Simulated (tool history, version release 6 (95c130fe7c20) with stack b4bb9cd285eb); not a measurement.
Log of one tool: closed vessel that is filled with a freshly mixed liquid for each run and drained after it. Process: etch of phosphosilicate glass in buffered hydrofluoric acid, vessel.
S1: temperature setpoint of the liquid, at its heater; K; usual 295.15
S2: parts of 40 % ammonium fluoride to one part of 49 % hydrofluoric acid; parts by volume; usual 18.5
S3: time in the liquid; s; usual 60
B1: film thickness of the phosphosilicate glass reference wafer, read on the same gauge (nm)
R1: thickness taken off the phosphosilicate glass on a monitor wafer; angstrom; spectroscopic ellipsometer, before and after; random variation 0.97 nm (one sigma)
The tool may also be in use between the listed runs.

Run 1, hour 0.0: usual settings; B1 30.00. Result: R1 2423.8 angstrom.
Run 2, hour 22.6: usual settings; B1 29.99. Result: R1 2450.8 angstrom.
Run 3, hour 39.4: usual settings; B1 29.97. Result: R1 2439.2 angstrom.
Run 4, hour 58.2: usual settings but S2 20.0 parts by volume; B1 29.98. Result: R1 2248.9 angstrom.
Run 5, hour 94.1: usual settings but S2 20.0 parts by volume; B1 30.01. Result: R1 2250.9 angstrom.
Run 6, hour 110.1: usual settings but S2 20.0 parts by volume; B1 30.00. Result: R1 2248.3 angstrom.
Run 7, hour 127.7: usual settings; B1 29.99. Result: R1 2441.8 angstrom.
Run 8, hour 160.2: usual settings; B1 30.00. Result: R1 2428.0 angstrom.
Run 9, hour 189.1: usual settings; B1 30.03. Result: R1 2446.1 angstrom.
Run 10, hour 216.4: usual settings; B1 29.99. Result: R1 2436.1 angstrom.
Run 11, hour 238.1: usual settings but S1 293.65 K; B1 29.98. Result: R1 2272.3 angstrom.
Run 12, hour 263.4: usual settings but S1 293.65 K; B1 30.01. Result: R1 2270.4 angstrom.
Run 13, hour 283.4: usual settings but S1 293.65 K; B1 30.02. Result: R1 2254.2 angstrom.
Run 14, hour 296.0: usual settings but S1 293.15 K, S2 15.5 parts by volume; B1 29.98. Result: R1 2614.4 angstrom.
Run 15, hour 319.3: usual settings but S1 291.65 K, S2 11.5 parts by volume; B1 30.01. Result: R1 3252.1 angstrom.
Run 16, hour 334.9: usual settings but S2 20.0 parts by volume; B1 29.98. Result: R1 2269.2 angstrom.
Run 17, hour 350.5: usual settings but S1 291.15 K, S2 16.5 parts by volume; B1 30.01. Result: R1 2204.4 angstrom.
Run 18, hour 370.8: usual settings but S1 293.65 K; B1 30.01. Result: R1 2259.7 angstrom.

Run 19 comes next. What will it give?
At hour 383.9: gauge calibrated.
Run 19, hour 386.5: usual settings but S1 296.65 K, S2 14.5 parts by volume, S3 30 s; B1 ?. Result: R1 ?.

{"run 19": {"B1": 29.96, "R1": 1701.0}}
Without the tool's hidden state the same run would have given R1 1604.5 angstrom.

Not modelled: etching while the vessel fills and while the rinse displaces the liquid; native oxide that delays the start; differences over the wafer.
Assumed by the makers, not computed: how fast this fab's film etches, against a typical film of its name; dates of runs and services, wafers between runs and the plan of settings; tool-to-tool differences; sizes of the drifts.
